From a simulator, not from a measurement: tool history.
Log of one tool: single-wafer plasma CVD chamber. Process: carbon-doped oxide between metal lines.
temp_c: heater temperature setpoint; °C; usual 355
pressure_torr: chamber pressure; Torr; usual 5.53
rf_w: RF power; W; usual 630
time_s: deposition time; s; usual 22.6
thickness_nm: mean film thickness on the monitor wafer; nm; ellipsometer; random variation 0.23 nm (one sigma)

run     day  temp_c  pressure_torr  rf_w  time_s  wafers since the last listed run  hours since the last thermocouple change  hours since the last RF generator calibration  hours since the last manometer calibration  hours since the showerhead was replaced  hours since the gauge calibration  read-back reference wafer on the same gauge, thickness_nm  thickness_nm
  1       0     355           5.18   630    19.7                                 0                                    1012.1                                         2030.4                                      2532.8                                   7983.7                              156.1                                                    165.001       127.961
  2   0.254     355           5.18   630    19.7                               157                                    1018.2                                         2036.5                                      2538.9                                   7989.8                              162.2                                                    165.081       128.322
  3   0.883     359           5.53   630    22.6                               390                                    1033.3                                         2051.6                                        2554                                   8004.9                              177.3                                                    165.135       147.122
  4   1.196     355           5.53   560    25.4                               193                                    1040.8                                         2059.1                                      2561.5                                   8012.4                              184.8                                                    164.923       157.247
  5   1.646     355           5.53   560    25.4                               279                                    1051.6                                         2069.9                                      2572.3                                   8023.2                              195.6                                                    165.001       156.876
  6   2.021     355           5.53   630    22.6                               232                                    1060.6                                         2078.9                                      2581.3                                   8032.2                              204.6                                                    164.918       148.324
  7   3.954     355           5.53   630    22.6                              1199                                      1107                                         2125.3                                      2627.7                                   8078.6                                251                                                    165.165       148.407
  8   4.429     355           5.53   630    22.6                               294                                    1118.4                                         2136.7                                      2639.1                                     8090                              262.4                                                    165.047        147.85
  9   4.875     355           5.53   630    22.6                               276                                    1129.1                                         2147.4                                      2649.8                                   8100.7                              273.1                                                    165.023       148.324
       5.35  -- showerhead replaced
 10   5.446     355           5.53   630    22.6                               147                                    1142.8                                         2161.1                                      2663.5                                      2.3                              286.8                                                    165.011         148.4
      5.671  -- gauge calibrated
 11   6.017     355           5.53   630    22.6                               354                                    1156.5                                         2174.8                                      2677.2                                       16                                8.3                                                    164.914       148.228
 12   6.375     355           5.53   630    22.6                               222                                    1165.1                                         2183.4                                      2685.8                                     24.6                               16.9                                                    165.051       148.001
 13   7.075     367           4.79   755    22.6                               434                                    1181.9                                         2200.2                                      2702.6                                     41.4                               33.7                                                    164.929       153.531
      8.325  -- thermocouple changed; heater temperature recalibrated
 14   8.346     355           4.54   630    19.2                               581                                       0.5                                         2230.7                                      2733.1                                     71.9                               64.2                                                    164.962       121.678
 15   8.538     367           4.24   570    21.4                               118                                       5.1                                         2235.3                                      2737.7                                     76.5                               68.8                                                    165.017       123.827
      8.988  -- RF generator calibrated
 16   9.004     369           4.54   630    22.6                                82                                      16.3                                            0.4                                      2748.9                                     87.7                                 80                                                    165.071       144.719
 17   9.288     355           6.91   750    22.6                               175                                      23.1                                            7.2                                      2755.7                                     94.5                               86.8                                                     165.01       172.767
      9.658  -- capacitance manometer re-zeroed and calibrated
 18  10.017     355           6.91   750    22.6                               245                                      40.6                                           24.7                                         8.6                                      112                              104.3                                                     165.01       172.831
 19  10.329     355           5.53   630    22.6                               193                                      48.1                                           32.2                                        16.1                                    119.5                              111.8                                                    164.958       154.713
 20  10.658     366           5.53   630    24.6                               204                                        56                                           40.1                                          24                                    127.4                              119.7                                                    164.922       163.806
 21  11.204     355           5.53   630    22.6                               338                                      69.1                                           53.2                                        37.1                                    140.5                              132.8                                                    164.886       154.455
 22  13.333     355           5.53   630    20.6                              1320                                     120.2                                          104.3                                        88.2                                    191.6                              183.9                                                    165.078       140.937
 23  13.817     355           5.53   585    22.6                               299                                     131.8                                          115.9                                        99.8                                    203.2                              195.5                                                     164.98       148.301
 24  14.075     363           5.53   630    22.6                               160                                       138                                          122.1                                         106                                    209.4                              201.7                                                    165.044        150.96

3 ways to go on from here, each from the tool as it stands after run 24. What would each give?
  A  14.092     348           5.53   630    22.6                                10                                     138.4                                          122.5                                       106.4                                    209.8                              202.1                                                          ?             ?
  B  14.092     345           6.27   600    22.6                                10                                     138.4                                          122.5                                       106.4                                    209.8                              202.1                                                          ?             ?
  C  14.092     355           4.15   630    25.3                                10                                     138.4                                          122.5                                       106.4                                    209.8                              202.1                                                          ?             ?

run  read-back reference wafer on the same gauge, thickness_nm  thickness_nm
  A                                                    164.968       156.805
  B                                                    164.968       156.896
  C                                                    164.968       163.371
Without the tool's hidden state the same runs would have given:
run  thickness_nm
  A       157.889
  B        157.98
  C         164.5
